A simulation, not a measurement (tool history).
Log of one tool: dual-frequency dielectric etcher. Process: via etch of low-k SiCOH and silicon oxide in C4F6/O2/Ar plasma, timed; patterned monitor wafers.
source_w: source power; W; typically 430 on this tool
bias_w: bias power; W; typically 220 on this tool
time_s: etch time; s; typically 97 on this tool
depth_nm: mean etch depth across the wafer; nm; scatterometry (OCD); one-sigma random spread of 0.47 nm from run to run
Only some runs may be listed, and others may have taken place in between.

run,day,source_w,bias_w,time_s,"read-back reference wafer on the same gauge, depth_nm",depth_nm
1,0,430,220,97,266.9,324.3
2,0.488,430,191,97,267,306.7
3,0.792,430,220,97,267,325.2
4,1.442,430,220,97,267,325.1
# day 2.479: gauge calibrated
# day 2.696: wet clean of the chamber
# day 3.229: upper electrode replaced
5,3.25,430,220,97,266.9,316.4
6,3.262,430,220,97,267,316.4
7,3.275,430,220,107,267,348.4
8,3.292,480,192,81.5,266.9,262.2
9,3.538,500,240,105.5,267,376.6
# day 3.862: source power generator calibrated
10,3.883,340,201,106,267,303.9
11,4.117,430,220,97,267.1,316.5
# day 4.671: bias power generator calibrated
12,4.692,430,220,97,267.1,317.3
13,5.371,430,220,88,267.1,287.6
# day 5.912: gauge calibrated
14,5.925,500,271,79,267,299.4

Below are 3 alternative next runs, each starting from the tool's condition after run 14. Predict each:
A,5.942,430,172,97,?,?
B,5.942,510,271,117.5,?,?
C,5.942,430,238,106.5,?,?

run,"read-back reference wafer on the same gauge, depth_nm",depth_nm
A,266.9,285.3
B,266.9,447.1
C,266.9,359.7
Stripped of hidden state, with their random variation kept, the same runs would have yielded:
run,depth_nm
A,284.3
B,445.6
C,358.5
